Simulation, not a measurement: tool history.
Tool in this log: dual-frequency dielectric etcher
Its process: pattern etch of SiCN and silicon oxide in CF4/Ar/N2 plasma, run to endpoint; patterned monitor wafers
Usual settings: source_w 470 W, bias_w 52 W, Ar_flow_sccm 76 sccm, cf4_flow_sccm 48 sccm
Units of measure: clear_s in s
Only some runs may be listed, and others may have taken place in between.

| run | hour | source_w | bias_w | Ar_flow_sccm | cf4_flow_sccm | incoming incoming film thickness, nm | clear_s |
|---|---|---|---|---|---|---|---|
| 1 | 0.0 | 470 | 52 | 76 | 48 | 14.28 | 16.2 |
| 2 | 14.7 | 470 | 52 | 76 | 48 | 14.23 | 16.1 |
| 3 | 43.0 | 470 | 52 | 76 | 48 | 14.13 | 15.7 |
| 4 | 55.5 | 470 | 42 | 76 | 48 | 14.30 | 17.1 |
| 5 | 86.6 | 470 | 42 | 76 | 48 | 14.20 | 17.0 |
| 6 | 103.9 | 470 | 42 | 76 | 48 | 14.27 | 17.2 |
| 7 | 123.3 | 470 | 52 | 76 | 48 | 14.10 | 15.9 |
| 8 | 157.4 | 510 | 52 | 76 | 48 | 14.22 | 14.9 |
| 9 | 181.6 | 470 | 52 | 76 | 48 | 14.29 | 16.0 |
|  | 210.4 | Ar flow controller replaced |
|  | 221.6 | wet clean of the chamber |
| 10 | 222.1 | 470 | 52 | 76 | 48 | 14.09 | 16.5 |
| 11 | 225.2 | 470 | 52 | 76 | 48 | 14.25 | 16.7 |
| 12 | 243.9 | 470 | 52 | 76 | 48 | 14.22 | 16.6 |
|  | 266.8 | bias power generator calibrated |
| 13 | 278.7 | 470 | 52 | 82 | 41 | 14.23 | 17.1 |

Expected results for the next run?
| 14 | 292.1 | 360 | 52 | 76 | 41 | 14.28 | ? |

{"run 14": {"clear_s": 20.7}}
Had the tool carried no hidden state, the very same run would have given clear_s 20.8 s.

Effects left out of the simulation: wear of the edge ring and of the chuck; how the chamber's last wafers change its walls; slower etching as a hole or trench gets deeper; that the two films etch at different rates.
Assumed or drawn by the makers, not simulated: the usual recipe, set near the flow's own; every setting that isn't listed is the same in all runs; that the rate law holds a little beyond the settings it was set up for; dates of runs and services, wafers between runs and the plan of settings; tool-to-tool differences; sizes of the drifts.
